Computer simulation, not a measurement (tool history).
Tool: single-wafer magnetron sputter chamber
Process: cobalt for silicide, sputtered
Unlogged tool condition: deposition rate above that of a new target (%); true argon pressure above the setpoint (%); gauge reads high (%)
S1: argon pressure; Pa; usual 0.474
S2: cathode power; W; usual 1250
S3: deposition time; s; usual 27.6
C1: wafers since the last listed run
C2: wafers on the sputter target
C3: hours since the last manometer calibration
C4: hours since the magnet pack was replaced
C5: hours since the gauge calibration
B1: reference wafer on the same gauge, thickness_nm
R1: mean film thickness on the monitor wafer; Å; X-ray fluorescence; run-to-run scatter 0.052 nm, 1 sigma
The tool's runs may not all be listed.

run	hour	S1	S2	S3	C1	C2	C3	C4	C5	B1	R1
1	0	0.474	1250	27.6	0	649	1946.4	5326.4	1141.2	13.995	157.33
2	41.9	0.474	1250	27.6	1159	1808	1988.3	5368.3	1183.1	14.003	154.45
3	103.9	0.474	1250	27.6	1715	3523	2050.3	5430.3	1245.1	13.996	152.87
4	138.3	0.474	1350	27.6	951	4475	2084.7	5464.7	1279.5	14.002	163.57
5	174.5	0.474	1350	27.6	1001	5477	2120.9	5500.9	1315.7	14.002	163.15
6	203	0.595	1250	27.6	788	6265	2149.4	5529.4	1344.2	13.994	145.22
7	233.8	0.595	1250	27.6	852	7117	2180.2	5560.2	1375	13.996	144.89
8	285.1	0.474	1250	27.6	1419	8536	2231.5	5611.5	1426.3	14.007	150.01
# hour 308.8: sputter target and shields replaced
9	330.8	0.474	1250	27.6	1042	607	2277.2	5657.2	1472	14.001	155
10	400.1	0.474	1250	28.8	1917	2525	2346.5	5726.5	1541.3	14	158.64
11	461.2	0.474	1250	28.8	1690	4215	2407.6	5787.6	1602.4	13.985	156.44
12	504	0.474	1250	27.6	1184	5399	2450.4	5830.4	1645.2	14.003	149.59
13	568.7	0.474	1250	27.6	1789	7189	2515.1	5895.1	1709.9	13.988	148.7
14	605	0.474	1250	27.6	1004	8193	2551.4	5931.4	1746.2	13.983	148.9
# hour 631.8: capacitance manometer re-zeroed and calibrated
15	639.3	0.474	1250	27.6	727	8921	7.5	5965.7	1780.5	13.998	152.99
# hour 669.3: sputter target and shields replaced
16	686.8	0.474	1250	27.6	1092	482	55	6013.2	1828	13.99	159.25
# hour 704.2: magnet pack replaced
17	732	0.579	950	23	1029	1511	100.2	27.8	1873.2	14.01	98.48
18	775.6	0.474	1250	27.6	1206	2718	143.8	71.4	1916.8	14	155.46
19	812.7	0.474	1250	23.8	1026	3744	180.9	108.5	1953.9	14.006	133.36
20	870.9	0.474	1250	27.6	1610	5354	239.1	166.7	2012.1	14.002	153.48
21	897	0.381	1050	23	722	6076	265.2	192.8	2038.2	13.995	112.19
# hour 935.9: gauge calibrated
22	966.3	0.474	1250	27.6	1917	7993	334.5	262.1	30.4	14.004	152.87
# hour 979.4: sputter target and shields replaced
23	1015.3	0.474	1400	25.9	1134	993	383.5	311.1	79.4	13.991	164.85
24	1077.3	0.474	1550	27.6	1715	2709	445.5	373.1	141.4	13.992	190.1
25	1139.5	0.474	1250	30.4	1720	4429	507.7	435.3	203.6	13.991	170.03
26	1182.7	0.329	1350	32.6	1195	5624	550.9	478.5	246.8	14.008	203.73
27	1253.2	0.622	1400	25.5	1950	7575	621.4	549	317.3	14.003	149.05
28	1277.5	0.595	1500	30.3	672	8247	645.7	573.3	341.6	13.991	192.3
# hour 1318.8: sputter target and shields replaced
29	1319.3	0.474	1050	31.3	935	13	687.5	615.1	383.4	13.998	154.7
30	1380	0.474	1250	27.6	1679	1692	748.2	675.8	444.1	14.001	156.95
31	1420.1	0.474	1100	27.6	1109	2801	788.3	715.9	484.2	13.988	138.09
32	1446.5	0.474	1250	27.6	730	3532	814.7	742.3	510.6	14.004	155.08
33	1496.7	0.474	1250	32.5	1388	4921	864.9	792.5	560.8	14.004	180.51
34	1605.4	0.474	1250	27.6	3007	7928	973.6	901.2	669.5	13.994	152.65

How the hidden state differs across the entries between the runs, from the last listed run before each to the first after it:
From run 8 to run 9: sputter target and shields replaced (hour 308.8)
  deposition rate above that of a new target (%): -4.51 -> -1.6; true argon pressure above the setpoint (%): 12.1 -> 12.6
  what was measured, less what the result would be without the hidden state, R1: -9.95 -> -5.52 Å
From run 14 to run 15: capacitance manometer re-zeroed and calibrated (hour 631.8)
  deposition rate above that of a new target (%): -5.15 -> -5.25; true argon pressure above the setpoint (%): 15.8 -> -0.0209
  what was measured, less what the result would be without the hidden state, R1: -11.83 -> -8.46 Å
From run 15 to run 16: sputter target and shields replaced (hour 669.3)
  deposition rate above that of a new target (%): -5.25 -> -1.07; true argon pressure above the setpoint (%): -0.0209 -> -0.0136
  what was measured, less what the result would be without the hidden state, R1: -8.46 -> -1.72 Å
From run 16 to run 17: magnet pack replaced (hour 704.2)
  deposition rate above that of a new target (%): -1.07 -> -2.36; true argon pressure above the setpoint (%): -0.0136 -> 0.0035
  what was measured, less what the result would be without the hidden state, R1: -1.72 -> -2.38 Å
From run 21 to run 22: gauge calibrated (hour 935.9)
  deposition rate above that of a new target (%): -4.46 -> -4.77; true argon pressure above the setpoint (%): 0.151 -> 0.252
  what was measured, less what the result would be without the hidden state, R1: -5.25 -> -7.72 Å
From run 22 to run 23: sputter target and shields replaced (hour 979.4)
  deposition rate above that of a new target (%): -4.77 -> -1.53; true argon pressure above the setpoint (%): 0.252 -> 0.338
  what was measured, less what the result would be without the hidden state, R1: -7.72 -> -2.64 Å
From run 28 to run 29: sputter target and shields replaced (hour 1318.8)
  deposition rate above that of a new target (%): -4.64 -> -0.134; true argon pressure above the setpoint (%): 0.997 -> 1.13
  what was measured, less what the result would be without the hidden state, R1: -9.73 -> -0.47 Å

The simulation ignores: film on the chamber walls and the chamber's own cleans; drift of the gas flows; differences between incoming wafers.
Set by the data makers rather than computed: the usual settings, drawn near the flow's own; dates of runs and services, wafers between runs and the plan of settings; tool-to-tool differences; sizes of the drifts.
